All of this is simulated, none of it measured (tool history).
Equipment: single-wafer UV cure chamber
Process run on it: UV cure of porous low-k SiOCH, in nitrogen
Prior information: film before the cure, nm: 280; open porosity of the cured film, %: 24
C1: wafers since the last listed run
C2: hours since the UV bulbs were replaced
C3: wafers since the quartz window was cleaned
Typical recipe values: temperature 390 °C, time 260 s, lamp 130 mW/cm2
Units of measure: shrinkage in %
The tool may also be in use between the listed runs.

run 1 hour=0 | temperature=390 time=260 lamp=130 | C1=0 C2=516.9 C3=1801 | shrinkage=15.868
run 2 hour=46.6 | temperature=390 time=260 lamp=130 | C1=261 C2=563.5 C3=2063 | shrinkage=15.717
-- hour=90.5 quartz window cleaned
run 3 hour=133.7 | temperature=390 time=260 lamp=130 | C1=444 C2=650.6 C3=242 | shrinkage=15.96
run 4 hour=226.2 | temperature=390 time=260 lamp=142 | C1=519 C2=743.1 C3=762 | shrinkage=16.834
run 5 hour=325.4 | temperature=390 time=260 lamp=130 | C1=557 C2=842.3 C3=1319 | shrinkage=16.104
run 6 hour=418.7 | temperature=390 time=260 lamp=130 | C1=523 C2=935.6 C3=1843 | shrinkage=15.886
run 7 hour=500.5 | temperature=390 time=260 lamp=130 | C1=459 C2=1017.4 C3=2302 | shrinkage=16.014
-- hour=523.4 quartz window cleaned
run 8 hour=542.1 | temperature=390 time=260 lamp=130 | C1=188 C2=1059 C3=104 | shrinkage=16.042
run 9 hour=638.6 | temperature=390 time=260 lamp=130 | C1=541 C2=1155.5 C3=646 | shrinkage=15.853
run 10 hour=697.8 | temperature=390 time=260 lamp=130 | C1=332 C2=1214.7 C3=979 | shrinkage=16.011
run 11 hour=801.7 | temperature=390 time=260 lamp=130 | C1=583 C2=1318.6 C3=1562 | shrinkage=16.04
run 12 hour=861.2 | temperature=390 time=260 lamp=130 | C1=334 C2=1378.1 C3=1896 | shrinkage=15.987
run 13 hour=942.6 | temperature=390 time=260 lamp=141 | C1=457 C2=1459.5 C3=2353 | shrinkage=16.493
-- hour=956.7 quartz window cleaned
run 14 hour=1039.1 | temperature=376 time=200 lamp=130 | C1=496 C2=1556 C3=462 | shrinkage=14.385
run 15 hour=1131 | temperature=383 time=260 lamp=108 | C1=516 C2=1647.9 C3=978 | shrinkage=14.853
run 16 hour=1232.3 | temperature=390 time=405 lamp=130 | C1=568 C2=1749.2 C3=1547 | shrinkage=18.415
run 17 hour=1324.6 | temperature=390 time=260 lamp=130 | C1=518 C2=1841.5 C3=2065 | shrinkage=15.929
-- hour=1372.2 quartz window cleaned
run 18 hour=1392.4 | temperature=383 time=105 lamp=113 | C1=335 C2=1909.3 C3=113 | shrinkage=10.366
-- hour=1477.7 UV bulbs replaced
run 19 hour=1491.2 | temperature=390 time=180 lamp=116 | C1=509 C2=13.5 C3=623 | shrinkage=13.486
run 20 hour=1537.5 | temperature=407 time=155 lamp=162 | C1=259 C2=59.8 C3=883 | shrinkage=14.762
run 21 hour=1637.4 | temperature=375 time=260 lamp=130 | C1=560 C2=159.7 C3=1444 | shrinkage=15.696
run 22 hour=1686.9 | temperature=390 time=260 lamp=130 | C1=277 C2=209.2 C3=1722 | shrinkage=15.825
run 23 hour=1775.4 | temperature=380 time=145 lamp=152 | C1=496 C2=297.7 C3=2218 | shrinkage=13.34

Run 24 comes next. What will it give?
-- hour=1785.5 quartz window cleaned
run 24 hour=1888.5 | temperature=375 time=180 lamp=148 | C1=590 C2=410.8 C3=578 | shrinkage=?

For run 24 the tool returned shrinkage 14.443 %.
With no hidden state in the tool, this same run would have given shrinkage 14.443 %.
